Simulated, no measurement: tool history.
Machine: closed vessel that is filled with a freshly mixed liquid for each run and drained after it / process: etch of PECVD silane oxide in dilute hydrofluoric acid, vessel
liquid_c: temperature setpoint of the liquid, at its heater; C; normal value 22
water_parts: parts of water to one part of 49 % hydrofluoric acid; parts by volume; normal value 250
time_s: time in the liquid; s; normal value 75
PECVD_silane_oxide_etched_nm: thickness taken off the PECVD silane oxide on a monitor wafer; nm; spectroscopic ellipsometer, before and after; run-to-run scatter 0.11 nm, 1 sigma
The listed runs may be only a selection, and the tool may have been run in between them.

run,day,liquid_c,water_parts,time_s,wafers since the last listed run,hours since the thermometer was replaced,hours since the hydrofluoric acid flow meter was replaced,hours since the gauge calibration,"read-back film thickness of the PECVD silane oxide reference wafer, read on the same gauge (nm)",PECVD_silane_oxide_etched_nm
1,0,22,250,75,0,1127.3,2182.7,138.6,40.01,10.96
2,0.45,22,250,75,685,1138.1,2193.5,149.4,40.02,10.96
3,0.921,22,250,75,717,1149.4,2204.8,160.7,40.03,11.29
4,1.629,22,250,75,1079,1166.4,2221.8,177.7,39.99,10.95
5,1.921,22,250,75,444,1173.4,2228.8,184.7,39.99,11.4
6,2.554,22,250,75,965,1188.6,2244,199.9,40,11.17
7,3.162,22,250,90,927,1203.2,2258.6,214.5,40,13.37
8,3.454,22,250,90,444,1210.2,2265.6,221.5,39.99,13.52
9,4.179,22,250,75,1105,1227.6,2283,238.9,39.99,11.19
10,4.521,22,250,75,520,1235.8,2291.2,247.1,39.99,11.18
11,5.104,22,250,75,889,1249.8,2305.2,261.1,40,11.13
# day 5.425: hydrofluoric acid flow meter replaced
12,5.517,22,250,75,565,1259.7,2.2,271,40,11.39
13,5.812,22,250,75,450,1266.8,9.3,278.1,40,11.37
# day 6.117: thermometer replaced
14,6.375,22,250,75,793,6.2,22.8,291.6,40.01,11.15
15,6.667,24.5,310,75,444,13.2,29.8,298.6,40.01,9.33
16,7.067,22,250,75,609,22.8,39.4,308.2,40.02,11.21
17,7.362,25.5,140,35,450,29.9,46.5,315.3,40.01,11.72
18,7.721,22,250,75,546,38.5,55.1,323.9,40,11.24
19,8.408,23.5,205,100,1048,55,71.6,340.4,39.99,20.04
20,8.958,23.5,205,100,838,68.2,84.8,353.6,40.01,20.22
# day 9.142: gauge calibrated
21,9.579,22,250,50,946,83.1,99.7,10.5,40,7.42
22,10.088,17.5,250,40,774,95.3,111.9,22.7,40.01,4.98
23,10.467,22,250,75,577,104.4,121,31.8,40,11.09
24,11.012,23.5,250,105,832,117.5,134.1,44.9,39.99,16.26
25,11.738,24,310,100,1105,134.9,151.5,62.3,40.03,12.09
26,12.329,22,340,75,901,149.1,165.7,76.5,39.99,7.56
27,14.1,20.5,180,65,2699,191.6,208.2,119,40.01,13.48
28,14.362,22,250,75,400,197.9,214.5,125.3,40,11.16
29,14.871,22,250,75,774,210.1,226.7,137.5,39.99,11.03

Forecast each of these 3 alternatives for the next run:
A,14.9,22,250,75,44,210.8,227.4,138.2,?,?
B,14.9,24,315,35,44,210.8,227.4,138.2,?,?
C,14.9,22,140,55,44,210.8,227.4,138.2,?,?

run,"read-back film thickness of the PECVD silane oxide reference wafer, read on the same gauge (nm)",PECVD_silane_oxide_etched_nm
A,40.02,11.2
B,40.02,4.18
C,40.02,16.43
The same runs, with their run-to-run variation unchanged, on a tool lacking any hidden condition would have given:
run,PECVD_silane_oxide_etched_nm
A,11.2
B,4.18
C,16.43

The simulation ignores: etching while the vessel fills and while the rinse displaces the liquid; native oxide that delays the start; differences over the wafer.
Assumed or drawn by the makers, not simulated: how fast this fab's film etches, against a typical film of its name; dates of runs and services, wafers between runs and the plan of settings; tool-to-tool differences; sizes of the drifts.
